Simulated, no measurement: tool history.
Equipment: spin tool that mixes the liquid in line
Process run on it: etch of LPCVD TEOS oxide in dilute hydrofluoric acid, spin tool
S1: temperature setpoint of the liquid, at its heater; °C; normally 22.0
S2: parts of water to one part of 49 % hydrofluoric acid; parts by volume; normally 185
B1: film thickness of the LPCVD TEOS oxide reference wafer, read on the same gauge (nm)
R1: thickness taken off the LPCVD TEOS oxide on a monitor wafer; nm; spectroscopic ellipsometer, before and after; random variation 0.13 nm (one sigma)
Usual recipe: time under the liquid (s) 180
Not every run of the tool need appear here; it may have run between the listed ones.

{"run": 1, "hour": 0.0, "S1": 22.0, "S2": 185, "time under the liquid (s)": 180, "B1": 40.01, "R1": 20.29}
{"run": 2, "hour": 6.4, "S1": 22.0, "S2": 185, "time under the liquid (s)": 180, "B1": 40.01, "R1": 20.4}
{"run": 3, "hour": 18.1, "S1": 22.0, "S2": 150, "time under the liquid (s)": 180, "B1": 40.05, "R1": 25.94}
{"run": 4, "hour": 24.4, "S1": 22.0, "S2": 150, "time under the liquid (s)": 180, "B1": 39.97, "R1": 26.17}
{"run": 5, "hour": 41.6, "S1": 22.0, "S2": 185, "time under the liquid (s)": 180, "B1": 40.03, "R1": 20.04}
{"run": 6, "hour": 48.4, "S1": 22.0, "S2": 185, "time under the liquid (s)": 180, "B1": 39.95, "R1": 20.23}
{"run": 7, "hour": 54.7, "S1": 22.0, "S2": 185, "time under the liquid (s)": 180, "B1": 40.01, "R1": 20.07}
{"run": 8, "hour": 64.9, "S1": 22.0, "S2": 165, "time under the liquid (s)": 180, "B1": 39.98, "R1": 23.22}
{"run": 9, "hour": 73.7, "S1": 22.0, "S2": 185, "time under the liquid (s)": 180, "B1": 40.0, "R1": 20.16}
{"run": 10, "hour": 82.5, "S1": 22.0, "S2": 185, "time under the liquid (s)": 180, "B1": 40.05, "R1": 20.23}
{"hour": 87.1, "done": "hydrofluoric acid flow meter replaced"}
{"run": 11, "hour": 99.0, "S1": 22.0, "S2": 185, "time under the liquid (s)": 180, "B1": 40.04, "R1": 20.15}
{"hour": 107.1, "done": "thermometer replaced"}
{"run": 12, "hour": 112.6, "S1": 22.0, "S2": 185, "time under the liquid (s)": 180, "B1": 39.98, "R1": 20.26}
{"run": 13, "hour": 129.5, "S1": 22.0, "S2": 185, "time under the liquid (s)": 180, "B1": 39.94, "R1": 20.49}
{"run": 14, "hour": 141.8, "S1": 22.0, "S2": 185, "time under the liquid (s)": 180, "B1": 40.0, "R1": 20.34}
{"run": 15, "hour": 150.4, "S1": 19.5, "S2": 185, "time under the liquid (s)": 180, "B1": 39.97, "R1": 18.55}
{"run": 16, "hour": 168.2, "S1": 26.0, "S2": 185, "time under the liquid (s)": 180, "B1": 39.96, "R1": 23.7}
{"run": 17, "hour": 183.8, "S1": 22.0, "S2": 185, "time under the liquid (s)": 180, "B1": 39.99, "R1": 20.24}
{"run": 18, "hour": 198.4, "S1": 22.0, "S2": 185, "time under the liquid (s)": 180, "B1": 39.99, "R1": 20.35}
{"run": 19, "hour": 204.5, "S1": 22.0, "S2": 185, "time under the liquid (s)": 80, "B1": 39.96, "R1": 9.02}

The next listed run, before its measurement:
{"run": 20, "hour": 215.1, "S1": 24.0, "S2": 255, "time under the liquid (s)": 215, "B1": "?", "R1": "?"}

Run 20 measured B1 39.99, R1 17.85 nm.
Had the tool carried no hidden state, the very same run would have given R1 17.85 nm.
